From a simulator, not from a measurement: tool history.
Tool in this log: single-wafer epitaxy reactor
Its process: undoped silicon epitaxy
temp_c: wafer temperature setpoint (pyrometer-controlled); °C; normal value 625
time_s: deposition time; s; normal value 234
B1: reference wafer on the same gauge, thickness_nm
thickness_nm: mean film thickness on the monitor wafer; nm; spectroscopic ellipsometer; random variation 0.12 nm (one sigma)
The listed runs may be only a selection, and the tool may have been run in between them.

Run 1, hour 0: usual settings but time_s 262 s; B1 27.581. Result: thickness_nm 29.646 nm.
Run 2, hour 23.7: usual settings but time_s 262 s; B1 27.67. Result: thickness_nm 29.165 nm.
Run 3, hour 57.1: usual settings; B1 27.611. Result: thickness_nm 26.238 nm.
Run 4, hour 73.4: usual settings but temp_c 636 °C; B1 27.565. Result: thickness_nm 34.915 nm.
Run 5, hour 92.8: usual settings but temp_c 631 °C; B1 27.555. Result: thickness_nm 30.876 nm.
Run 6, hour 106.7: usual settings but temp_c 631 °C; B1 27.569. Result: thickness_nm 30.499 nm.
Run 7, hour 124.8: usual settings but temp_c 631 °C; B1 27.577. Result: thickness_nm 31.002 nm.
At hour 149.2: gauge calibrated.
Run 8, hour 160.6: usual settings but temp_c 615 °C; B1 27.576. Result: thickness_nm 20.327 nm.
Run 9, hour 179.2: usual settings but temp_c 615 °C; B1 27.577. Result: thickness_nm 20.498 nm.
Run 10, hour 200.1: usual settings but temp_c 615 °C; B1 27.599. Result: thickness_nm 20.618 nm.
Run 11, hour 213.8: usual settings but temp_c 617 °C, time_s 266 s; B1 27.612. Result: thickness_nm 24.644 nm.
Run 12, hour 234.9: usual settings but temp_c 637 °C, time_s 260 s; B1 27.594. Result: thickness_nm 40.208 nm.
Run 13, hour 253.9: usual settings but temp_c 633 °C; B1 27.588. Result: thickness_nm 32.957 nm.
Run 14, hour 266.6: usual settings but time_s 220 s; B1 27.65. Result: thickness_nm 25.054 nm.
Run 15, hour 297.6: usual settings but temp_c 639 °C, time_s 202 s; B1 27.539. Result: thickness_nm 33.274 nm.
At hour 320.7: pyrometer calibrated.
Run 16, hour 328: usual settings but temp_c 618 °C, time_s 222 s; B1 27.625. Result: thickness_nm 18.738 nm.
Run 17, hour 352.5: usual settings; B1 27.628. Result: thickness_nm 23.453 nm.
Run 18, hour 375.1: usual settings but temp_c 629 °C, time_s 195 s; B1 27.544. Result: thickness_nm 21.963 nm.
Run 19, hour 399.8: usual settings but temp_c 637 °C, time_s 260 s; B1 27.632. Result: thickness_nm 36.017 nm.
At hour 411.4: gauge calibrated.
Run 20, hour 433.5: usual settings but temp_c 636 °C, time_s 257 s; B1 27.566. Result: thickness_nm 34.709 nm.
Run 21, hour 447.5: usual settings but time_s 199 s; B1 27.574. Result: thickness_nm 20.163 nm.

Each row is a separate what-if for the run after 21, all from the same tool condition, not one after another. Results?
Run A, hour 448: usual settings but time_s 218 s; B1 ?. Result: thickness_nm ?.
Run B, hour 448: usual settings but temp_c 630 °C, time_s 220 s; B1 ?. Result: thickness_nm ?.
Run C, hour 448: usual settings but temp_c 611 °C, time_s 279 s; B1 ?. Result: thickness_nm ?.
Run D, hour 448: usual settings but temp_c 639 °C, time_s 279 s; B1 ?. Result: thickness_nm ?.

run      B1  thickness_nm
  A  27.571        22.406
  B  27.571         25.76
  C  27.571        19.727
  D  27.571         41.14
Take away the tool's hidden state, keep each run's random variation, and the runs would have read:
run  thickness_nm
  A         22.41
  B        25.765
  C        19.732
  D        41.149
